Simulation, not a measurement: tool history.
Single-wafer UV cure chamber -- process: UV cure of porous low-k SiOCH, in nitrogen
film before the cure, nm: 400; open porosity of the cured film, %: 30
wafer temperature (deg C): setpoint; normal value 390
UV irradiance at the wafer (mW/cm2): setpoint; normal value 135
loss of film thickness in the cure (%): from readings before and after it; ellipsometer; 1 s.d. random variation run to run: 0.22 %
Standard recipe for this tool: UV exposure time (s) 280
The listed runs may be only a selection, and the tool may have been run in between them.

| run | day | wafer temperature (deg C) | UV exposure time (s) | UV irradiance at the wafer (mW/cm2) | wafers since the last listed run | hours since the UV bulbs were replaced | wafers since the quartz window was cleaned | loss of film thickness in the cure (%) |
|---|---|---|---|---|---|---|---|---|
| 1 | 0.000 | 390 | 280 | 135 | 0 | 759.8 | 1369 | 15.675 |
| 2 | 2.258 | 401 | 280 | 135 | 306 | 814.0 | 1675 | 15.563 |
| 3 | 6.371 | 401 | 280 | 135 | 558 | 912.7 | 2234 | 15.497 |
| 4 | 8.904 | 386 | 280 | 159 | 343 | 973.5 | 2578 | 15.091 |
| 5 | 11.279 | 386 | 280 | 159 | 322 | 1030.5 | 2900 | 15.365 |
| 6 | 14.054 | 390 | 280 | 135 | 376 | 1097.1 | 3277 | 14.173 |
| 7 | 16.321 | 390 | 280 | 135 | 307 | 1151.5 | 3585 | 13.982 |
| 8 | 19.246 | 390 | 280 | 135 | 397 | 1221.7 | 3982 | 13.549 |
|  | 23.846 | UV bulbs replaced |
| 9 | 27.142 | 372 | 325 | 135 | 1026 | 79.1 | 5009 | 15.074 |
|  | 28.912 | quartz window cleaned |
| 10 | 29.254 | 404 | 280 | 135 | 241 | 129.8 | 46 | 16.703 |
| 11 | 31.938 | 390 | 280 | 135 | 364 | 194.2 | 410 | 16.342 |
| 12 | 33.683 | 390 | 445 | 135 | 237 | 236.1 | 647 | 18.493 |
| 13 | 35.542 | 390 | 280 | 155 | 252 | 280.7 | 900 | 16.955 |
| 14 | 36.738 | 383 | 280 | 135 | 162 | 309.4 | 1062 | 16.026 |
| 15 | 39.638 | 390 | 280 | 174 | 393 | 379.0 | 1456 | 17.331 |
| 16 | 41.188 | 390 | 280 | 135 | 210 | 416.2 | 1666 | 15.619 |
| 17 | 43.033 | 390 | 280 | 106 | 250 | 460.5 | 1917 | 14.659 |

Forecast each of these 4 alternatives for the next run:
| A | 43.054 | 390 | 280 | 159 | 2 | 461.0 | 1920 | ? |
| B | 43.054 | 378 | 115 | 161 | 2 | 461.0 | 1920 | ? |
| C | 43.054 | 375 | 425 | 118 | 2 | 461.0 | 1920 | ? |
| D | 43.054 | 390 | 280 | 116 | 2 | 461.0 | 1920 | ? |

| run | loss of film thickness in the cure (%) |
|---|---|
| A | 16.483 |
| B | 11.656 |
| C | 16.799 |
| D | 14.797 |
Stripped of hidden state, with their random variation kept, the same runs would have yielded:
| run | loss of film thickness in the cure (%) |
|---|---|
| A | 17.165 |
| B | 12.290 |
| C | 17.483 |
| D | 15.465 |
